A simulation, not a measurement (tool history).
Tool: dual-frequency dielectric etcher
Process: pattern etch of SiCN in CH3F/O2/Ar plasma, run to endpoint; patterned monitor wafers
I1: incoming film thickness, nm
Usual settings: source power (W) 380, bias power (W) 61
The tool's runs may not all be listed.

{"run": 1, "hour": 0.0, "source power (W)": 320, "bias power (W)": 61, "I1": 6.65, "endpoint time (s)": 21.1}
{"run": 2, "hour": 21.4, "source power (W)": 320, "bias power (W)": 61, "I1": 6.66, "endpoint time (s)": 21}
{"run": 3, "hour": 54.2, "source power (W)": 380, "bias power (W)": 57, "I1": 6.72, "endpoint time (s)": 19.8}
{"run": 4, "hour": 83.7, "source power (W)": 380, "bias power (W)": 57, "I1": 6.72, "endpoint time (s)": 19.8}
{"hour": 115.5, "done": "wet clean of the chamber"}
{"run": 5, "hour": 116.0, "source power (W)": 380, "bias power (W)": 61, "I1": 6.69, "endpoint time (s)": 20}
{"hour": 125.2, "done": "source power generator calibrated"}
{"run": 6, "hour": 125.7, "source power (W)": 380, "bias power (W)": 61, "I1": 6.73, "endpoint time (s)": 20.3}
{"run": 7, "hour": 149.7, "source power (W)": 380, "bias power (W)": 61, "I1": 6.64, "endpoint time (s)": 19.9}
{"hour": 185.4, "done": "upper electrode replaced"}
{"run": 8, "hour": 185.9, "source power (W)": 380, "bias power (W)": 61, "I1": 6.73, "endpoint time (s)": 20}
{"run": 9, "hour": 186.2, "source power (W)": 460, "bias power (W)": 68, "I1": 6.63, "endpoint time (s)": 17.1}
{"run": 10, "hour": 202.8, "source power (W)": 380, "bias power (W)": 61, "I1": 6.68, "endpoint time (s)": 19.9}
{"run": 11, "hour": 226.1, "source power (W)": 380, "bias power (W)": 69, "I1": 6.72, "endpoint time (s)": 18.9}
{"hour": 253.8, "done": "bias power generator calibrated"}
{"run": 12, "hour": 254.3, "source power (W)": 330, "bias power (W)": 74, "I1": 6.72, "endpoint time (s)": 19.9}
{"run": 13, "hour": 267.5, "source power (W)": 430, "bias power (W)": 75, "I1": 6.67, "endpoint time (s)": 17.1}
{"run": 14, "hour": 298.6, "source power (W)": 380, "bias power (W)": 76, "I1": 6.73, "endpoint time (s)": 18.1}
{"run": 15, "hour": 328.3, "source power (W)": 350, "bias power (W)": 67, "I1": 6.71, "endpoint time (s)": 19.9}
{"run": 16, "hour": 341.4, "source power (W)": 380, "bias power (W)": 67, "I1": 6.75, "endpoint time (s)": 18.9}
{"run": 17, "hour": 376.0, "source power (W)": 380, "bias power (W)": 61, "I1": 6.76, "endpoint time (s)": 19.6}

Some steps in endpoint time (s) between neighbouring runs. How much of each would the tool show without its hidden state too (settings, what came in, random variation), and how much is left for the hidden state, with any gauge scatter that isn't in both results?
The hidden state here: etch rate over this chamber's usual, %; source power that arrives over what is set, %; bias power that arrives over what is set, %.
Run 4 -> 5: bias power (W) 57 -> 61, wet clean of the chamber. endpoint time (s) +0.2: hidden state +0.9, all else -0.7.
Run 8 -> 9: source power (W) 380 -> 460, bias power (W) 61 -> 68. endpoint time (s) -2.9: hidden state +0.1, all else -3.
